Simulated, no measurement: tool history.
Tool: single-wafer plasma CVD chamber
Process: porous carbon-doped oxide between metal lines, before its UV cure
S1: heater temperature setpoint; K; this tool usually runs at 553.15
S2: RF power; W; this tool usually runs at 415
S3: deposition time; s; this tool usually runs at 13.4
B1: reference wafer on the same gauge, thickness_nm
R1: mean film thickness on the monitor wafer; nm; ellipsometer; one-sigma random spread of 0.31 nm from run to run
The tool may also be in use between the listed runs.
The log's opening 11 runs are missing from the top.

| run | hour | S1 | S2 | S3 | B1 | R1 |
|---|---|---|---|---|---|---|
| 12 | 825.6 | 553.15 | 415 | 13.4 | 92.085 | 80.73 |
|  | 880.2 | thermocouple changed; heater temperature recalibrated |
| 13 | 901.7 | 553.15 | 415 | 13.4 | 92.41 | 80.262 |
| 14 | 971.7 | 553.15 | 415 | 13.4 | 92.161 | 80.543 |
| 15 | 1016 | 553.15 | 415 | 13.4 | 92.271 | 80.441 |
| 16 | 1052.6 | 545.15 | 445 | 14.6 | 92.184 | 94.831 |
| 17 | 1100.6 | 562.15 | 360 | 11.7 | 92.222 | 61.899 |
| 18 | 1175.1 | 540.15 | 475 | 15.6 | 92.14 | 107.573 |
| 19 | 1225.6 | 553.15 | 415 | 13.4 | 92.137 | 80.159 |
| 20 | 1298.5 | 566.15 | 470 | 12.2 | 92.32 | 73.219 |
|  | 1339.7 | showerhead replaced |
| 21 | 1340.2 | 553.15 | 340 | 15.4 | 92.033 | 82.772 |
| 22 | 1432 | 553.15 | 440 | 13.4 | 92.24 | 82.727 |
| 23 | 1535.9 | 560.15 | 415 | 15.6 | 92.109 | 88.713 |
| 24 | 1634.6 | 541.15 | 390 | 13.4 | 92.27 | 82.613 |
| 25 | 1718.9 | 553.15 | 415 | 13.4 | 92.269 | 79.248 |
|  | 1753.9 | RF generator calibrated |
| 26 | 1757.7 | 553.15 | 415 | 12.7 | 92.068 | 76.473 |
| 27 | 1933.4 | 553.15 | 470 | 14.8 | 92.238 | 95.267 |
| 28 | 1975 | 553.15 | 415 | 13.4 | 92.215 | 80.477 |
| 29 | 2034.2 | 553.15 | 445 | 13.4 | 92.013 | 83.575 |
|  | 2109.4 | thermocouple changed; heater temperature recalibrated |
| 30 | 2118.9 | 553.15 | 365 | 13.4 | 92.293 | 74.814 |
| 31 | 2169.6 | 553.15 | 490 | 15.7 | 92.142 | 101.435 |

Below are 4 alternative next runs, each starting from the tool's condition after run 31. Predict each:
| A | 2170 | 553.15 | 415 | 13.4 | ? | ? |
| B | 2170 | 547.15 | 480 | 16 | ? | ? |
| C | 2170 | 561.15 | 450 | 12 | ? | ? |
| D | 2170 | 549.15 | 415 | 11.7 | ? | ? |

| run | B1 | R1 |
|---|---|---|
| A | 92.076 | 80.295 |
| B | 92.076 | 106.647 |
| C | 92.076 | 72.176 |
| D | 92.076 | 72.049 |
Without the tool's hidden state the same runs would have given:
| run | R1 |
|---|---|
| A | 80.527 |
| B | 106.916 |
| C | 72.385 |
| D | 72.258 |
